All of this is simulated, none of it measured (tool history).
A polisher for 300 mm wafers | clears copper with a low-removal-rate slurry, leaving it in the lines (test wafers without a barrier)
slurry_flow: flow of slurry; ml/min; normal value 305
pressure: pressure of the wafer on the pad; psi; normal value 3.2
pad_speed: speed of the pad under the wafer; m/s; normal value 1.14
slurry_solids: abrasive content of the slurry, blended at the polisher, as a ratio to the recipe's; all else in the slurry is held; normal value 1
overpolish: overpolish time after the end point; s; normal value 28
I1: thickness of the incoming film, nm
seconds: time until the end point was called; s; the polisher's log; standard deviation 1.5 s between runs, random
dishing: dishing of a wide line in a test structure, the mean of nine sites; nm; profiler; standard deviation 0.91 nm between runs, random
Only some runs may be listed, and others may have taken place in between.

run 1 hour=0 | slurry_flow=305 pressure=3.2 pad_speed=1.14 slurry_solids=1 overpolish=36 | I1=274.9 | seconds=98.7 dishing=66.8
run 2 hour=36.8 | slurry_flow=350 pressure=3.2 pad_speed=1.14 slurry_solids=1 overpolish=28 | I1=275.4 | seconds=101.3 dishing=54.5
run 3 hour=78.3 | slurry_flow=350 pressure=3.2 pad_speed=1.14 slurry_solids=1 overpolish=28 | I1=275.2 | seconds=103 dishing=54.1
run 4 hour=177.9 | slurry_flow=350 pressure=3.2 pad_speed=1.14 slurry_solids=1 overpolish=28 | I1=273.6 | seconds=102.8 dishing=52.8
run 5 hour=247.1 | slurry_flow=225 pressure=4 pad_speed=1.14 slurry_solids=0.85 overpolish=20 | I1=274.8 | seconds=81.9 dishing=49
run 6 hour=333.4 | slurry_flow=275 pressure=3.2 pad_speed=1.14 slurry_solids=1.2 overpolish=28 | I1=275.4 | seconds=94.7 dishing=56.8
run 7 hour=400.2 | slurry_flow=305 pressure=2.5 pad_speed=1.24 slurry_solids=1 overpolish=28 | I1=278.4 | seconds=121.7 dishing=48.3
run 8 hour=460 | slurry_flow=305 pressure=3.2 pad_speed=1.14 slurry_solids=1.2 overpolish=28 | I1=275.1 | seconds=95.9 dishing=59.5
run 9 hour=556.9 | slurry_flow=305 pressure=2.3 pad_speed=1.14 slurry_solids=1 overpolish=20 | I1=269 | seconds=134.3 dishing=31
run 10 hour=653.5 | slurry_flow=305 pressure=2.3 pad_speed=1.14 slurry_solids=1 overpolish=20 | I1=275.8 | seconds=138.9 dishing=30.8
run 11 hour=727.8 | slurry_flow=305 pressure=3.2 pad_speed=1.5 slurry_solids=1 overpolish=34 | I1=278.6 | seconds=84.4 dishing=73.4
run 12 hour=798.4 | slurry_flow=260 pressure=3.2 pad_speed=1.46 slurry_solids=1 overpolish=28 | I1=272.4 | seconds=88.3 dishing=61.9
run 13 hour=894.6 | slurry_flow=345 pressure=2.3 pad_speed=1.14 slurry_solids=0.85 overpolish=35 | I1=277.6 | seconds=140 dishing=50.2
run 14 hour=986.9 | slurry_flow=370 pressure=4.2 pad_speed=0.9 slurry_solids=1.2 overpolish=28 | I1=278.4 | seconds=82.8 dishing=64.1
run 15 hour=1049.2 | slurry_flow=305 pressure=2.5 pad_speed=1.14 slurry_solids=1 overpolish=28 | I1=275.1 | seconds=125.5 dishing=44.9
run 16 hour=1106.3 | slurry_flow=210 pressure=3.2 pad_speed=1.02 slurry_solids=1.25 overpolish=41 | I1=279.5 | seconds=106.3 dishing=69.9
run 17 hour=1143.9 | slurry_flow=305 pressure=3.2 pad_speed=0.82 slurry_solids=1 overpolish=40 | I1=275.6 | seconds=123.8 dishing=63.4
run 18 hour=1201.8 | slurry_flow=390 pressure=2.9 pad_speed=1.14 slurry_solids=1.25 overpolish=12 | I1=274.2 | seconds=101.4 dishing=27.6
run 19 hour=1291 | slurry_flow=305 pressure=2.7 pad_speed=1.14 slurry_solids=1 overpolish=41 | I1=279.8 | seconds=120.5 dishing=62.8
run 20 hour=1391.4 | slurry_flow=305 pressure=3.2 pad_speed=1.14 slurry_solids=1 overpolish=21 | I1=281 | seconds=104.5 dishing=43.5
run 21 hour=1472.4 | slurry_flow=215 pressure=3.5 pad_speed=1.52 slurry_solids=1 overpolish=28 | I1=279.8 | seconds=80.5 dishing=68.8
run 22 hour=1635.5 | slurry_flow=305 pressure=3.2 pad_speed=1.14 slurry_solids=1 overpolish=28 | I1=277.7 | seconds=98.8 dishing=57
run 23 hour=1689.2 | slurry_flow=305 pressure=3.2 pad_speed=1.14 slurry_solids=1 overpolish=28 | I1=279.8 | seconds=102.1 dishing=57.2
run 24 hour=1768.2 | slurry_flow=405 pressure=3.2 pad_speed=1.04 slurry_solids=0.9 overpolish=28 | I1=275.1 | seconds=103.3 dishing=53.9
run 25 hour=1829.6 | slurry_flow=305 pressure=3.2 pad_speed=1.34 slurry_solids=1.2 overpolish=28 | I1=279 | seconds=83.4 dishing=64.6
run 26 hour=1920.1 | slurry_flow=305 pressure=3.6 pad_speed=1.14 slurry_solids=1.1 overpolish=28 | I1=276 | seconds=86 dishing=63.9
run 27 hour=1964.4 | slurry_flow=305 pressure=3.2 pad_speed=1.14 slurry_solids=1 overpolish=28 | I1=276 | seconds=104 dishing=55.2
run 28 hour=2003.5 | slurry_flow=305 pressure=3.2 pad_speed=1.14 slurry_solids=1 overpolish=28 | I1=274 | seconds=101.5 dishing=55.6

Taken out of this log: 11 entries between the listed runs. Where each belongs, and how the hidden state differs across it:
Logged between run 3 and run 4: head pressure recalibrated (hour 134.2)
  abrasive missing from the slurry, %: 25.6 -> 34.1
  measured minus no-state result, seconds: +7.7 -> +10.7 s; dishing: -3.5 -> -4.8 nm
Logged between run 4 and run 5: slurry blender recalibrated (hour 198)
  abrasive missing from the slurry, %: 34.1 -> 5.19
  measured minus no-state result, seconds: +10.7 -> +1.1 s; dishing: -4.8 -> -0.5 nm
Logged between run 6 and run 7: slurry nozzle cleaned (hour 386.8)
  abrasive missing from the slurry, %: 6.29 -> 7.85
  measured minus no-state result, seconds: +1.6 -> +2.5 s; dishing: -0.8 -> -0.9 nm
Logged between run 10 and run 11: worn pad replaced by a new one (hour 725.3)
  abrasive missing from the slurry, %: 19.4 -> 24.5
  measured minus no-state result, seconds: +7.6 -> +6 s; dishing: -1.5 -> -3.8 nm
Logged between run 11 and run 12: head pressure recalibrated (hour 744)
  abrasive missing from the slurry, %: 24.5 -> 30
  measured minus no-state result, seconds: +6 -> +7.9 s; dishing: -3.8 -> -4.5 nm
Logged between run 12 and run 13: slurry blender recalibrated (hour 870.5)
  abrasive missing from the slurry, %: 30 -> 2.67
  measured minus no-state result, seconds: +7.9 -> +0.9 s; dishing: -4.5 -> -0.2 nm
Logged between run 16 and run 17: slurry nozzle cleaned (hour 1133.7)
  abrasive missing from the slurry, %: 6.48 -> 7.81
  measured minus no-state result, seconds: +1.9 -> +2.6 s; dishing: -0.9 -> -1 nm
Logged between run 21 and run 22: slurry blender recalibrated (hour 1484.7); worn pad replaced by a new one (hour 1506.3); head pressure recalibrated (hour 1516.3)
  abrasive missing from the slurry, %: 27.7 -> 1.66
  measured minus no-state result, seconds: +6.5 -> +0.5 s; dishing: -4.4 -> -0.2 nm
Logged between run 25 and run 26: slurry nozzle cleaned (hour 1854.3)
  abrasive missing from the slurry, %: 8.32 -> 13.2
  measured minus no-state result, seconds: +1.9 -> +3.2 s; dishing: -1.1 -> -1.9 nm
